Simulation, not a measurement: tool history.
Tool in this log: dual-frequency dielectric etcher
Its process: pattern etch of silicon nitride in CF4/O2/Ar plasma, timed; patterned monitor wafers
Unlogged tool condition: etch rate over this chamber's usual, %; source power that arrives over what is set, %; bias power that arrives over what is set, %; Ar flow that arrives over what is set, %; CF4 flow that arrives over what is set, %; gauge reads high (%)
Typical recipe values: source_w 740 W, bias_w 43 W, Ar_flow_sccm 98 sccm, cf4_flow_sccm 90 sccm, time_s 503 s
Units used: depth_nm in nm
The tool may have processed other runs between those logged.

run	hour	source_w	bias_w	Ar_flow_sccm	cf4_flow_sccm	time_s	wafers since the last listed run	hours since the last wet clean	hours since the last source power generator calibration	hours since the last bias power generator calibration	hours since the last Ar flow controller change	hours since the last CF4 flow controller change	hours since the last upper electrode change	hours since the gauge calibration	read-back reference wafer on the same gauge, depth_nm	depth_nm
1	0	740	43	98	90	503	0	626.1	2810.1	3403.2	37.3	2163.7	90.4	107.8	1229.6	1086
# hour 27.6: wet clean of the chamber
2	28.1	890	47	98	111	503	17	0.5	2838.2	3431.3	65.4	2191.8	118.5	135.9	1230.1	1565.9
3	36.7	630	49	87	82	503	36	9.1	2846.8	3439.9	74	2200.4	127.1	144.5	1230.3	928.3
# hour 51: source power generator calibrated
4	51.5	740	43	98	90	503	45	23.9	0.5	3454.7	88.8	2215.2	141.9	159.3	1230.5	1166.3
5	65	740	52	98	90	605	56	37.4	14	3468.2	102.3	2228.7	155.4	172.8	1229.3	1623.7
6	94.3	740	43	98	90	503	123	66.7	43.3	3497.5	131.6	2258	184.7	202.1	1230.4	1163
# hour 108.3: CF4 flow controller replaced
# hour 111.2: bias power generator calibrated
7	113.5	740	43	122	90	565.5	43	85.9	62.5	2.3	150.8	5.2	203.9	221.3	1229.8	1255.4
8	134	740	48	113	90	503	86	106.4	83	22.8	171.3	25.7	224.4	241.8	1230.2	1226.8
9	152.6	740	43	98	90	581.5	78	125	101.6	41.4	189.9	44.3	243	260.4	1229.7	1341.4
10	169.6	740	51	81	90	503	71	142	118.6	58.4	206.9	61.3	260	277.4	1228.9	1372.4
11	187	680	43	98	90	651	73	159.4	136	75.8	224.3	78.7	277.4	294.8	1229.8	1326.1
12	221	740	43	98	90	503	143	193.4	170	109.8	258.3	112.7	311.4	328.8	1230.4	1165.6
13	251.8	740	43	98	90	503	129	224.2	200.8	140.6	289.1	143.5	342.2	359.6	1229.4	1169.7
14	271	810	43	98	90	503	80	243.4	220	159.8	308.3	162.7	361.4	378.8	1231.3	1344.4
15	301.2	740	34	120	78	455	127	273.6	250.2	190	338.5	192.9	391.6	409	1230.5	792.4
16	335	680	33	98	80	397.5	142	307.4	284	223.8	372.3	226.7	425.4	442.8	1229.2	614.2
17	350.1	740	36	98	70	374.5	63	322.5	299.1	238.9	387.4	241.8	440.5	457.9	1230.7	700
18	378.8	740	43	120	80	617.5	121	351.2	327.8	267.6	416.1	270.5	469.2	486.6	1229.2	1345.2
19	399.8	650	43	98	96	503	88	372.2	348.8	288.6	437.1	291.5	490.2	507.6	1228.9	954.2
20	434.4	670	33	98	97	394	145	406.8	383.4	323.2	471.7	326.1	524.8	542.2	1230.6	622.9

The next listed run, before its measurement:
21	453.5	620	43	111	90	503	80	425.9	402.5	342.3	490.8	345.2	543.9	561.3	?	?

read-back reference wafer on the same gauge, depth_nm: 1230.1
depth_nm: 844.3 nm
With no hidden state in the tool, this same run would have given depth_nm 835.3 nm.

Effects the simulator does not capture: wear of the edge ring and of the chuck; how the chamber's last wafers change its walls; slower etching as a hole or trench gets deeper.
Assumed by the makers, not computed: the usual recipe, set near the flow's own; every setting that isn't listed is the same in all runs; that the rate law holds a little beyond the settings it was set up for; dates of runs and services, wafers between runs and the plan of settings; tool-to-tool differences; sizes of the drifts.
